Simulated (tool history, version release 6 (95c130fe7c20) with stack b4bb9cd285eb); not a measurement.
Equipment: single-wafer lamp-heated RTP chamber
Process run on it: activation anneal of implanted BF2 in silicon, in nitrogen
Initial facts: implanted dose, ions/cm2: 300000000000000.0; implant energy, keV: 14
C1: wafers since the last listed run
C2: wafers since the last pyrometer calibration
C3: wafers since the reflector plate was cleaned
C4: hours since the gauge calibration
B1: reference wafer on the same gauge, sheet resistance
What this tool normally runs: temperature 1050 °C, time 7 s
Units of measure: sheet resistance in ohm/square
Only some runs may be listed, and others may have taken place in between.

Run 1, hour 0: usual settings but time 10 s; C1 0; C2 3065; C3 6156; C4 431; B1 356.15. Result: sheet resistance 345.62 ohm/square.
Run 2, hour 7.8: usual settings but time 10 s; C1 127; C2 3192; C3 6284; C4 438.8; B1 356. Result: sheet resistance 344.69 ohm/square.
Run 3, hour 21.5: usual settings but time 10 s; C1 224; C2 3416; C3 6508; C4 452.5; B1 355.89. Result: sheet resistance 346.29 ohm/square.
Run 4, hour 36.1: usual settings but time 9 s; C1 238; C2 3655; C3 6747; C4 467.1; B1 356.01. Result: sheet resistance 345.81 ohm/square.
Run 5, hour 43.8: usual settings but time 9 s; C1 126; C2 3781; C3 6873; C4 474.8; B1 356.09. Result: sheet resistance 346.91 ohm/square.
At hour 63: reflector plate cleaned.
Run 6, hour 63.5: usual settings but time 9 s; C1 191; C2 3973; C3 8; C4 494.5; B1 356.1. Result: sheet resistance 346.73 ohm/square.
Run 7, hour 74: usual settings but temperature 1073 °C; C1 171; C2 4145; C3 180; C4 505; B1 356.13. Result: sheet resistance 345.53 ohm/square.
Run 8, hour 82.8: usual settings; C1 144; C2 4289; C3 324; C4 513.8; B1 355.93. Result: sheet resistance 349.23 ohm/square.
Run 9, hour 94.6: usual settings; C1 193; C2 4482; C3 517; C4 525.6; B1 356.13. Result: sheet resistance 349.15 ohm/square.
Run 10, hour 104.9: usual settings; C1 168; C2 4650; C3 685; C4 535.9; B1 356.05. Result: sheet resistance 348.81 ohm/square.
Run 11, hour 116.2: usual settings but time 4 s; C1 184; C2 4835; C3 870; C4 547.2; B1 355.95. Result: sheet resistance 352.9 ohm/square.
Run 12, hour 130.4: usual settings but time 4 s; C1 232; C2 5068; C3 1103; C4 561.4; B1 355.99. Result: sheet resistance 353.53 ohm/square.
Run 13, hour 144.5: usual settings but temperature 1069 °C, time 5 s; C1 230; C2 5298; C3 1333; C4 575.5; B1 356.11. Result: sheet resistance 348.51 ohm/square.
At hour 162.1: gauge calibrated.
Run 14, hour 197.5: usual settings; C1 867; C2 6166; C3 2201; C4 35.4; B1 356.17. Result: sheet resistance 348.47 ohm/square.
At hour 211.7: pyrometer window cleaned and pyrometer calibrated.
Run 15, hour 214.5: usual settings but temperature 1030 °C, time 6 s; C1 147; C2 45; C3 2348; C4 52.4; B1 356.06. Result: sheet resistance 354.25 ohm/square.
Run 16, hour 222.8: usual settings but temperature 1028 °C, time 11 s; C1 135; C2 181; C3 2484; C4 60.7; B1 356.06. Result: sheet resistance 349.88 ohm/square.
Run 17, hour 240.1: usual settings but temperature 1066 °C, time 10 s; C1 283; C2 464; C3 2767; C4 78; B1 356. Result: sheet resistance 344.62 ohm/square.
Run 18, hour 255.4: usual settings but temperature 1059 °C, time 10 s; C1 250; C2 714; C3 3017; C4 93.3; B1 355.91. Result: sheet resistance 345.01 ohm/square.
Run 19, hour 266.7: usual settings but temperature 1077 °C, time 11 s; C1 184; C2 899; C3 3202; C4 104.6; B1 355.9. Result: sheet resistance 340.31 ohm/square.
Run 20, hour 300.3: usual settings but temperature 1021 °C, time 4 s; C1 549; C2 1449; C3 3752; C4 138.2; B1 355.92. Result: sheet resistance 357.13 ohm/square.
Run 21, hour 311.1: usual settings but temperature 1028 °C; C1 176; C2 1626; C3 3929; C4 149; B1 355.97. Result: sheet resistance 353.84 ohm/square.
Run 22, hour 321.3: usual settings; C1 166; C2 1793; C3 4095; C4 159.2; B1 355.87. Result: sheet resistance 349.9 ohm/square.
Run 23, hour 336.5: usual settings; C1 248; C2 2042; C3 4344; C4 174.4; B1 355.87. Result: sheet resistance 349.33 ohm/square.
Run 24, hour 351.3: usual settings but temperature 1067 °C, time 4 s; C1 242; C2 2284; C3 4586; C4 189.2; B1 356.05. Result: sheet resistance 350.94 ohm/square.
Run 25, hour 360.8: usual settings but temperature 1072 °C, time 3 s; C1 155; C2 2439; C3 4742; C4 198.7; B1 356.06. Result: sheet resistance 351.75 ohm/square.
Run 26, hour 372.4: usual settings but temperature 1073 °C; C1 189; C2 2629; C3 4932; C4 210.3; B1 355.96. Result: sheet resistance 345.72 ohm/square.
Run 27, hour 384.3: usual settings; C1 194; C2 2824; C3 5126; C4 222.2; B1 356.05. Result: sheet resistance 348.62 ohm/square.
Run 28, hour 400: usual settings but temperature 1025 °C, time 4 s; C1 256; C2 3081; C3 5383; C4 237.9; B1 355.98. Result: sheet resistance 356.16 ohm/square.
Run 29, hour 406.6: usual settings; C1 108; C2 3189; C3 5491; C4 244.5; B1 356.06. Result: sheet resistance 349.07 ohm/square.
Run 30, hour 421.2: usual settings but time 11 s; C1 238; C2 3428; C3 5730; C4 259.1; B1 355.84. Result: sheet resistance 345.12 ohm/square.
Run 31, hour 449.6: usual settings; C1 464; C2 3892; C3 6195; C4 287.5; B1 355.95. Result: sheet resistance 348.17 ohm/square.
Run 32, hour 466: usual settings; C1 268; C2 4161; C3 6463; C4 303.9; B1 356.12. Result: sheet resistance 348.66 ohm/square.
Run 33, hour 472: usual settings but temperature 1076 °C, time 3 s; C1 98; C2 4259; C3 6562; C4 309.9; B1 356.24. Result: sheet resistance 350.88 ohm/square.
Run 34, hour 486: usual settings but time 3 s; C1 229; C2 4488; C3 6791; C4 323.9; B1 355.75. Result: sheet resistance 353.39 ohm/square.
Run 35, hour 500: usual settings; C1 229; C2 4717; C3 7020; C4 337.9; B1 356.03. Result: sheet resistance 347.93 ohm/square.
Run 36, hour 515.4: usual settings; C1 252; C2 4969; C3 7272; C4 353.3; B1 356.15. Result: sheet resistance 348.56 ohm/square.

Predict each of these 5 candidate next runs independently; none follows another, all start after run 36:
Run A, hour 515.8: usual settings but temperature 1031 °C; C1 6; C2 4976; C3 7278; C4 353.7; B1 ?. Result: sheet resistance ?.
Run B, hour 515.8: usual settings but temperature 1029 °C, time 10 s; C1 6; C2 4976; C3 7278; C4 353.7; B1 ?. Result: sheet resistance ?.
Run C, hour 515.8: usual settings but temperature 1040 °C, time 9 s; C1 6; C2 4976; C3 7278; C4 353.7; B1 ?. Result: sheet resistance ?.
Run D, hour 515.8: usual settings but temperature 1073 °C, time 4 s; C1 6; C2 4976; C3 7278; C4 353.7; B1 ?. Result: sheet resistance ?.
Run E, hour 515.8: usual settings but temperature 1078 °C, time 5 s; C1 6; C2 4976; C3 7278; C4 353.7; B1 ?. Result: sheet resistance ?.

run      B1  sheet resistance
  A  355.77            351.39
  B  355.77            349.04
  C  355.77            347.92
  D  355.77            349.63
  E  355.77             347.1
With the hidden condition removed and each run's random variation left untouched, the same runs would have given:
run  sheet resistance
  A            353.51
  B            351.39
  C            350.25
  D            351.14
  E            348.91
